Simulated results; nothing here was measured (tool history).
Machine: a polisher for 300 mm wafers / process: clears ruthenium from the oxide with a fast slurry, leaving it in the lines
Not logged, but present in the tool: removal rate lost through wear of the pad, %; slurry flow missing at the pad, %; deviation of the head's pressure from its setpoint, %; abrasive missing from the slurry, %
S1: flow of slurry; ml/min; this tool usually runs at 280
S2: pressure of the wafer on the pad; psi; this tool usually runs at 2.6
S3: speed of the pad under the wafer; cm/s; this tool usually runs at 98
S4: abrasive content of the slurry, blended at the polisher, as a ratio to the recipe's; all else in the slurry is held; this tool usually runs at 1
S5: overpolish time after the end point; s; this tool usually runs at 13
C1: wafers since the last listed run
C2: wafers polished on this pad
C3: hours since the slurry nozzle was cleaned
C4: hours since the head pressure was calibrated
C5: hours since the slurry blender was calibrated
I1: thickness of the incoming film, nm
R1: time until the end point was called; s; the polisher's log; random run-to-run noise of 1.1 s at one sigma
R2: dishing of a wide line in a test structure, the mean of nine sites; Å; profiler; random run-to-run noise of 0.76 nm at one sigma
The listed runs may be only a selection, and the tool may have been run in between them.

{"run": 1, "hour": 0.0, "S1": 280, "S2": 2.6, "S3": 98, "S4": 1, "S5": 13, "C1": 0, "C2": 571, "C3": 652.8, "C4": 54.2, "C5": 386.9, "I1": 303.2, "R1": 77.6, "R2": 362}
{"hour": 29.0, "done": "slurry nozzle cleaned"}
{"run": 2, "hour": 47.4, "S1": 280, "S2": 2.6, "S3": 98, "S4": 1, "S5": 13, "C1": 307, "C2": 879, "C3": 18.4, "C4": 101.6, "C5": 434.3, "I1": 302.8, "R1": 79, "R2": 368}
{"run": 3, "hour": 113.1, "S1": 280, "S2": 2.6, "S3": 98, "S4": 1, "S5": 13, "C1": 435, "C2": 1314, "C3": 84.1, "C4": 167.3, "C5": 500, "I1": 300.6, "R1": 80.5, "R2": 360}
{"run": 4, "hour": 160.7, "S1": 280, "S2": 3.3, "S3": 98, "S4": 1, "S5": 13, "C1": 315, "C2": 1629, "C3": 131.7, "C4": 214.9, "C5": 547.6, "I1": 299.8, "R1": 65.4, "R2": 408}
{"run": 5, "hour": 242.4, "S1": 280, "S2": 2.6, "S3": 98, "S4": 1, "S5": 8, "C1": 541, "C2": 2171, "C3": 213.4, "C4": 296.6, "C5": 629.3, "I1": 304.1, "R1": 88.2, "R2": 206}
{"hour": 266.6, "done": "slurry blender recalibrated"}
{"run": 6, "hour": 320.9, "S1": 280, "S2": 2.6, "S3": 98, "S4": 1, "S5": 8, "C1": 506, "C2": 2677, "C3": 291.9, "C4": 375.1, "C5": 54.3, "I1": 295.4, "R1": 80, "R2": 229}
{"run": 7, "hour": 422.1, "S1": 235, "S2": 2.6, "S3": 82, "S4": 0.9, "S5": 20, "C1": 670, "C2": 3348, "C3": 393.1, "C4": 476.3, "C5": 155.5, "I1": 298.6, "R1": 108.7, "R2": 381}
{"run": 8, "hour": 506.3, "S1": 325, "S2": 1.8, "S3": 98, "S4": 1.25, "S5": 20, "C1": 557, "C2": 3906, "C3": 477.3, "C4": 560.5, "C5": 239.7, "I1": 299.8, "R1": 99.5, "R2": 411}
{"run": 9, "hour": 570.2, "S1": 280, "S2": 2.6, "S3": 98, "S4": 1, "S5": 13, "C1": 423, "C2": 4329, "C3": 541.2, "C4": 624.4, "C5": 303.6, "I1": 297.4, "R1": 85.8, "R2": 330}
{"hour": 585.5, "done": "worn pad replaced by a new one"}
{"run": 10, "hour": 661.5, "S1": 200, "S2": 2.6, "S3": 98, "S4": 1, "S5": 13, "C1": 578, "C2": 503, "C3": 632.5, "C4": 715.7, "C5": 394.9, "I1": 295.1, "R1": 81, "R2": 342}
{"hour": 701.6, "done": "head pressure recalibrated"}
{"run": 11, "hour": 743.5, "S1": 280, "S2": 2.6, "S3": 98, "S4": 1, "S5": 13, "C1": 530, "C2": 1033, "C3": 714.5, "C4": 41.9, "C5": 476.9, "I1": 300.3, "R1": 83.3, "R2": 348}
{"hour": 828.2, "done": "slurry nozzle cleaned"}
{"run": 12, "hour": 850.5, "S1": 280, "S2": 2.6, "S3": 132, "S4": 1, "S5": 5, "C1": 702, "C2": 1735, "C3": 22.3, "C4": 148.9, "C5": 583.9, "I1": 294.7, "R1": 63.4, "R2": 184}
{"hour": 915.1, "done": "slurry blender recalibrated"}
{"run": 13, "hour": 1053.3, "S1": 355, "S2": 2.6, "S3": 80, "S4": 0.9, "S5": 21, "C1": 1330, "C2": 3066, "C3": 225.1, "C4": 351.7, "C5": 138.2, "I1": 298.3, "R1": 106.3, "R2": 416}
{"run": 14, "hour": 1133.8, "S1": 280, "S2": 2.6, "S3": 98, "S4": 1, "S5": 13, "C1": 533, "C2": 3599, "C3": 305.6, "C4": 432.2, "C5": 218.7, "I1": 305.6, "R1": 85, "R2": 342}
{"run": 15, "hour": 1185.3, "S1": 280, "S2": 2.6, "S3": 98, "S4": 1, "S5": 17, "C1": 341, "C2": 3940, "C3": 357.1, "C4": 483.7, "C5": 270.2, "I1": 299.4, "R1": 86.3, "R2": 413}
{"hour": 1205.3, "done": "worn pad replaced by a new one"}
{"run": 16, "hour": 1235.3, "S1": 355, "S2": 2.2, "S3": 98, "S4": 1, "S5": 17, "C1": 304, "C2": 198, "C3": 407.1, "C4": 533.7, "C5": 320.2, "I1": 296.4, "R1": 83.7, "R2": 419}
{"run": 17, "hour": 1334.1, "S1": 280, "S2": 2.6, "S3": 98, "S4": 1, "S5": 13, "C1": 654, "C2": 853, "C3": 505.9, "C4": 632.5, "C5": 419, "I1": 297.4, "R1": 77.6, "R2": 370}
{"hour": 1365.7, "done": "head pressure recalibrated"}
{"run": 18, "hour": 1402.3, "S1": 280, "S2": 3, "S3": 66, "S4": 0.75, "S5": 7, "C1": 438, "C2": 1291, "C3": 574.1, "C4": 36.6, "C5": 487.2, "I1": 301.4, "R1": 127.4, "R2": 131}
{"run": 19, "hour": 1444.3, "S1": 280, "S2": 1.8, "S3": 98, "S4": 1, "S5": 13, "C1": 278, "C2": 1570, "C3": 616.1, "C4": 78.6, "C5": 529.2, "I1": 297.2, "R1": 109.5, "R2": 257}
{"hour": 1565.9, "done": "slurry nozzle cleaned"}
{"run": 20, "hour": 1573.1, "S1": 355, "S2": 2.9, "S3": 98, "S4": 1, "S5": 13, "C1": 846, "C2": 2416, "C3": 7.2, "C4": 207.4, "C5": 658, "I1": 296.2, "R1": 75.2, "R2": 384}
{"hour": 1584.9, "done": "slurry blender recalibrated"}
{"run": 21, "hour": 1618.8, "S1": 325, "S2": 2.6, "S3": 98, "S4": 1, "S5": 13, "C1": 289, "C2": 2706, "C3": 52.9, "C4": 253.1, "C5": 33.9, "I1": 299.6, "R1": 77, "R2": 351}
{"run": 22, "hour": 1675.3, "S1": 280, "S2": 2.6, "S3": 98, "S4": 1, "S5": 13, "C1": 374, "C2": 3080, "C3": 109.4, "C4": 309.6, "C5": 90.4, "I1": 302.9, "R1": 80, "R2": 363}
{"run": 23, "hour": 1718.3, "S1": 235, "S2": 3.1, "S3": 120, "S4": 1.15, "S5": 13, "C1": 284, "C2": 3365, "C3": 152.4, "C4": 352.6, "C5": 133.4, "I1": 295, "R1": 51.1, "R2": 507}
{"run": 24, "hour": 1775.9, "S1": 280, "S2": 2.6, "S3": 78, "S4": 0.8, "S5": 13, "C1": 381, "C2": 3747, "C3": 210, "C4": 410.2, "C5": 191, "I1": 306, "R1": 123.4, "R2": 246}
{"hour": 1965.4, "done": "worn pad replaced by a new one"}
{"hour": 2046.2, "done": "head pressure recalibrated"}
{"run": 25, "hour": 2070.4, "S1": 280, "S2": 2, "S3": 112, "S4": 1.3, "S5": 17, "C1": 1911, "C2": 682, "C3": 504.5, "C4": 24.2, "C5": 485.5, "I1": 303.7, "R1": 73.1, "R2": 466}
{"run": 26, "hour": 2115.0, "S1": 215, "S2": 2.6, "S3": 98, "S4": 1, "S5": 13, "C1": 295, "C2": 977, "C3": 549.1, "C4": 68.8, "C5": 530.1, "I1": 295, "R1": 81.2, "R2": 347}
{"run": 27, "hour": 2199.0, "S1": 280, "S2": 2.6, "S3": 128, "S4": 1, "S5": 13, "C1": 556, "C2": 1534, "C3": 633.1, "C4": 152.8, "C5": 614.1, "I1": 302.5, "R1": 64.8, "R2": 456}
{"hour": 2213.9, "done": "slurry nozzle cleaned"}
{"hour": 2233.0, "done": "slurry blender recalibrated"}
{"run": 28, "hour": 2299.5, "S1": 280, "S2": 2.6, "S3": 98, "S4": 1, "S5": 13, "C1": 645, "C2": 2180, "C3": 85.6, "C4": 253.3, "C5": 66.5, "I1": 298.6, "R1": 78, "R2": 367}
{"run": 29, "hour": 2400.7, "S1": 280, "S2": 2.6, "S3": 66, "S4": 1, "S5": 13, "C1": 670, "C2": 2850, "C3": 186.8, "C4": 354.5, "C5": 167.7, "I1": 299.3, "R1": 117.6, "R2": 258}

Each row is a separate what-if for the run after 29, all from the same tool condition, not one after another. Results?
{"run": "A", "hour": 2401.2, "S1": 280, "S2": 2.6, "S3": 98, "S4": 1, "S5": 13, "C1": 3, "C2": 2854, "C3": 187.3, "C4": 355, "C5": 168.2, "I1": 302.3, "R1": "?", "R2": "?"}
{"run": "B", "hour": 2401.2, "S1": 280, "S2": 2.2, "S3": 98, "S4": 1, "S5": 13, "C1": 3, "C2": 2854, "C3": 187.3, "C4": 355, "C5": 168.2, "I1": 302.3, "R1": "?", "R2": "?"}
{"run": "C", "hour": 2401.2, "S1": 280, "S2": 2.2, "S3": 98, "S4": 1, "S5": 20, "C1": 3, "C2": 2854, "C3": 187.3, "C4": 355, "C5": 168.2, "I1": 302.3, "R1": "?", "R2": "?"}

run=A R1=78.3 R2=367
run=B R1=91 R2=322
run=C R1=91 R2=467
Without the tool's hidden state the same runs would have given:
run=A R1=71.8 R2=396
run=B R1=83.4 R2=348
run=C R1=83.4 R2=502
